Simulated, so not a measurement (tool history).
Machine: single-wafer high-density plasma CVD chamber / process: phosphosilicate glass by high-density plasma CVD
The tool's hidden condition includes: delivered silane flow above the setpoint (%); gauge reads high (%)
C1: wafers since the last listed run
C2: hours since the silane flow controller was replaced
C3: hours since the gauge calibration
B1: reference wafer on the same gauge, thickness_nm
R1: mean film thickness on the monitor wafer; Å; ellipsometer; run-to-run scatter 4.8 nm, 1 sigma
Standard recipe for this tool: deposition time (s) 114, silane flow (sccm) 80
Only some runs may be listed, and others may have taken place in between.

Run 1, day 0.000: usual settings; C1 0; C2 1845.1; C3 179.2; B1 891.122. Result: R1 9869.28 Å.
Run 2, day 1.462: usual settings; C1 436; C2 1880.2; C3 214.3; B1 890.024. Result: R1 9723.28 Å.
Run 3, day 3.038: usual settings; C1 469; C2 1918.0; C3 252.1; B1 889.385. Result: R1 9758.24 Å.
Run 4, day 5.758: usual settings; C1 811; C2 1983.3; C3 317.4; B1 890.088. Result: R1 9842.55 Å.
Run 5, day 7.083: usual settings; C1 395; C2 2015.1; C3 349.2; B1 890.054. Result: R1 9749.26 Å.
Run 6, day 9.104: usual settings; C1 602; C2 2063.6; C3 397.7; B1 887.957. Result: R1 9701.98 Å.
Run 7, day 10.812: usual settings but deposition time (s) 106; C1 509; C2 2104.6; C3 438.7; B1 890.101. Result: R1 9018.04 Å.
Run 8, day 13.308: usual settings but deposition time (s) 106; C1 744; C2 2164.5; C3 498.6; B1 891.303. Result: R1 9034.27 Å.
Run 9, day 15.000: usual settings; C1 504; C2 2205.1; C3 539.2; B1 888.745. Result: R1 9777.96 Å.
Run 10, day 16.817: usual settings; C1 541; C2 2248.7; C3 582.8; B1 890.489. Result: R1 9727.25 Å.
Run 11, day 18.154: usual settings; C1 398; C2 2280.8; C3 614.9; B1 889.273. Result: R1 9748.78 Å.
Run 12, day 20.162: usual settings; C1 599; C2 2329.0; C3 663.1; B1 889.976. Result: R1 9709.60 Å.

What will run 13 give?
Run 13, day 21.262: usual settings but deposition time (s) 104, silane flow (sccm) 91; C1 328; C2 2355.4; C3 689.5; B1 ?. Result: R1 ?.

B1: 890.579
R1: 10080.30 Å
Take away the tool's hidden state, keep the run-to-run variation as it was, and the same run would have given R1 10681.82 Å.
